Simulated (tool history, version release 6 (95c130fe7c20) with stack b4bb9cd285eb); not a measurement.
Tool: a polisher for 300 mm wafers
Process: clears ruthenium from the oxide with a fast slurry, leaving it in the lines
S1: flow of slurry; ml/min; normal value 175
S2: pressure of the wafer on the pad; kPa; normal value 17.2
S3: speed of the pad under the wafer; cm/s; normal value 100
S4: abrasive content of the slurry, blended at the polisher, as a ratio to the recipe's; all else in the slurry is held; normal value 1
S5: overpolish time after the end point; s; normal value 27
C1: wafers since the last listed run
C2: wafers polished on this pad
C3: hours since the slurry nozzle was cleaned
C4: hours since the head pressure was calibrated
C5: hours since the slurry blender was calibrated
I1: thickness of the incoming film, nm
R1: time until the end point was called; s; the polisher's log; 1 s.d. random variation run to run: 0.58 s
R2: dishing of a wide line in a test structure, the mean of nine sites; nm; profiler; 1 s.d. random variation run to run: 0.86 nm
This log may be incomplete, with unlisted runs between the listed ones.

| run | hour | S1 | S2 | S3 | S4 | S5 | C1 | C2 | C3 | C4 | C5 | I1 | R1 | R2 |
|---|---|---|---|---|---|---|---|---|---|---|---|---|---|---|
| 1 | 0 | 175 | 17.2 | 100 | 0.85 | 27 | 0 | 2440 | 271.6 | 482.6 | 193.5 | 137.9 | 43.6 | 65.7 |
|  | 6.1 | worn pad replaced by a new one |
| 2 | 66.4 | 175 | 17.2 | 100 | 0.85 | 27 | 387 | 374 | 338 | 549 | 259.9 | 142.3 | 42.2 | 68.4 |
| 3 | 95.2 | 175 | 19.3 | 100 | 1 | 27 | 178 | 553 | 366.8 | 577.8 | 288.7 | 139.1 | 34 | 76.1 |
| 4 | 128.3 | 175 | 17.2 | 72 | 1 | 27 | 205 | 759 | 399.9 | 610.9 | 321.8 | 137.9 | 52.5 | 56.3 |
|  | 147.2 | slurry nozzle cleaned |
| 5 | 190.9 | 140 | 17.2 | 100 | 0.7 | 12 | 382 | 1141 | 43.7 | 673.5 | 384.4 | 138.4 | 48.2 | 28.5 |
| 6 | 249.8 | 175 | 17.2 | 100 | 1 | 27 | 365 | 1507 | 102.6 | 732.4 | 443.3 | 140.7 | 40.9 | 69.6 |
|  | 281.7 | slurry blender recalibrated |
| 7 | 284 | 175 | 20.7 | 100 | 1 | 27 | 200 | 1707 | 136.8 | 766.6 | 2.3 | 141.5 | 35.1 | 78.4 |
| 8 | 324.1 | 175 | 17.2 | 100 | 1 | 27 | 249 | 1956 | 176.9 | 806.7 | 42.4 | 140.5 | 41.4 | 67.9 |
| 9 | 369.3 | 175 | 17.2 | 100 | 1 | 27 | 280 | 2237 | 222.1 | 851.9 | 87.6 | 141.4 | 41.3 | 69.1 |
| 10 | 415.3 | 175 | 17.2 | 132 | 1 | 27 | 285 | 2523 | 268.1 | 897.9 | 133.6 | 141.3 | 31.9 | 83.3 |
| 11 | 484.3 | 175 | 17.2 | 82 | 1 | 27 | 428 | 2952 | 337.1 | 966.9 | 202.6 | 141 | 50.5 | 58.2 |
|  | 524.6 | worn pad replaced by a new one |
| 12 | 553.7 | 175 | 17.2 | 124 | 1 | 27 | 406 | 180 | 406.5 | 1036.3 | 272 | 141.3 | 30.9 | 86.7 |
|  | 561.5 | head pressure recalibrated |
|  | 607.7 | slurry nozzle cleaned |
| 13 | 615.5 | 175 | 17.2 | 100 | 1 | 27 | 365 | 545 | 7.8 | 54 | 333.8 | 141 | 39.8 | 72.7 |
| 14 | 663 | 205 | 17.2 | 100 | 1 | 32 | 295 | 840 | 55.3 | 101.5 | 381.3 | 141.7 | 39.5 | 81.5 |
|  | 688.1 | slurry blender recalibrated |
| 15 | 711.3 | 175 | 20.7 | 100 | 1 | 27 | 287 | 1128 | 103.6 | 149.8 | 23.2 | 141.2 | 35.3 | 77.5 |
| 16 | 760.4 | 175 | 17.2 | 100 | 1 | 27 | 305 | 1433 | 152.7 | 198.9 | 72.3 | 137 | 38.6 | 68.6 |
| 17 | 820.2 | 175 | 20.7 | 100 | 1 | 27 | 371 | 1805 | 212.5 | 258.7 | 132.1 | 139.1 | 35.4 | 78.1 |
| 18 | 852 | 175 | 14.5 | 100 | 1 | 12 | 197 | 2002 | 244.3 | 290.5 | 163.9 | 139.7 | 46.7 | 30.2 |
| 19 | 876.4 | 175 | 17.2 | 100 | 1 | 27 | 151 | 2154 | 268.7 | 314.9 | 188.3 | 140.2 | 42.2 | 69 |
| 20 | 936.3 | 175 | 15.2 | 100 | 0.75 | 27 | 372 | 2526 | 328.6 | 374.8 | 248.2 | 138.4 | 52.9 | 55.7 |
|  | 975.6 | worn pad replaced by a new one |
| 21 | 994.1 | 200 | 17.2 | 90 | 1 | 27 | 334 | 115 | 386.4 | 432.6 | 306 | 142.1 | 41.7 | 70 |
| 22 | 1040.2 | 205 | 17.2 | 88 | 1.1 | 12 | 286 | 401 | 432.5 | 478.7 | 352.1 | 140.9 | 41.1 | 34.3 |

Run 23, settings as shown, results not yet in. Your forecast:
|  | 1048.4 | slurry nozzle cleaned |
| 23 | 1065.7 | 225 | 17.2 | 100 | 1 | 42 | 152 | 553 | 17.3 | 504.2 | 377.6 | 141.7 | ? | ? |

{"run 23": {"R1": 37, "R2": 102.4}}
If the tool had no hidden condition, the same run with the same run-to-run variation would have returned R1 34.6 s, R2 107.1 nm.
